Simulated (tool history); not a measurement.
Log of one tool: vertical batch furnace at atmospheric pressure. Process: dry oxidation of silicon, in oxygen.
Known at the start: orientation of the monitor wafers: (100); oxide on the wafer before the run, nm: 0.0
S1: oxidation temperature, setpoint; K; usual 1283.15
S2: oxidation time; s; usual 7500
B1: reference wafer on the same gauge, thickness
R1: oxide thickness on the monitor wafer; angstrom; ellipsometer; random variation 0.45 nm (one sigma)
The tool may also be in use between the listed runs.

run,hour,S1,S2,B1,R1
1,0,1283.15,7500,74.66,827.6
2,149.1,1283.15,7500,74.72,826.6
3,192.9,1283.15,7500,74.86,827.9
4,463.7,1283.15,7500,74.82,821
5,506.5,1283.15,7500,74.83,822.2
6,582.8,1283.15,7500,74.88,815.5
7,672.7,1283.15,7500,74.86,819.9
8,733,1283.15,5730,74.8,684.6
9,824.7,1283.15,5730,74.77,686.6
10,871.6,1303.15,9210,74.82,1120.5
11,918.7,1303.15,9210,74.65,1124.7
12,992.4,1303.15,9210,74.75,1126.8
13,1147.4,1276.15,7500,74.81,764.8
# hour 1189.7: thermocouples replaced and temperature profile calibrated
# hour 1210.9: boat lift adjusted
14,1240.6,1276.15,7500,74.91,795.6
15,1301.2,1283.15,7500,74.81,842.5
16,1378.2,1302.15,7500,74.82,1006.4
17,1428.9,1283.15,5520,74.87,686.7
18,1473.4,1303.15,9210,74.81,1163.1
19,1572.1,1266.15,9300,74.82,841.6
20,1647.3,1292.15,10650,74.72,1171.1
21,1749.3,1294.15,10710,74.74,1185.3
# hour 1759.4: gauge calibrated
22,1808.4,1283.15,7500,74.77,847.7
23,1914.1,1292.15,10110,74.79,1126.9
24,1992.1,1303.15,11100,74.85,1315
25,2068.3,1283.15,7500,74.73,852.3
26,2134.7,1300.15,7500,74.83,988
27,2232.5,1283.15,7500,74.8,846.2
28,2303.9,1260.15,10230,74.81,851.8
29,2365.9,1275.15,5340,74.78,622.1
30,2471.4,1274.15,7500,74.84,778.2

4 ways to go on from here, each from the tool as it stands after run 30. What would each give?
A,2477.4,1283.15,7500,?,?
B,2477.4,1263.15,5670,?,?
C,2477.4,1270.15,8640,?,?
D,2477.4,1271.15,7500,?,?

run,B1,R1
A,74.81,847
B,74.81,576.2
C,74.81,825.6
D,74.81,755.7
Without the tool's hidden state the same runs would have given:
run,R1
A,849.8
B,578.2
C,828.4
D,758.3
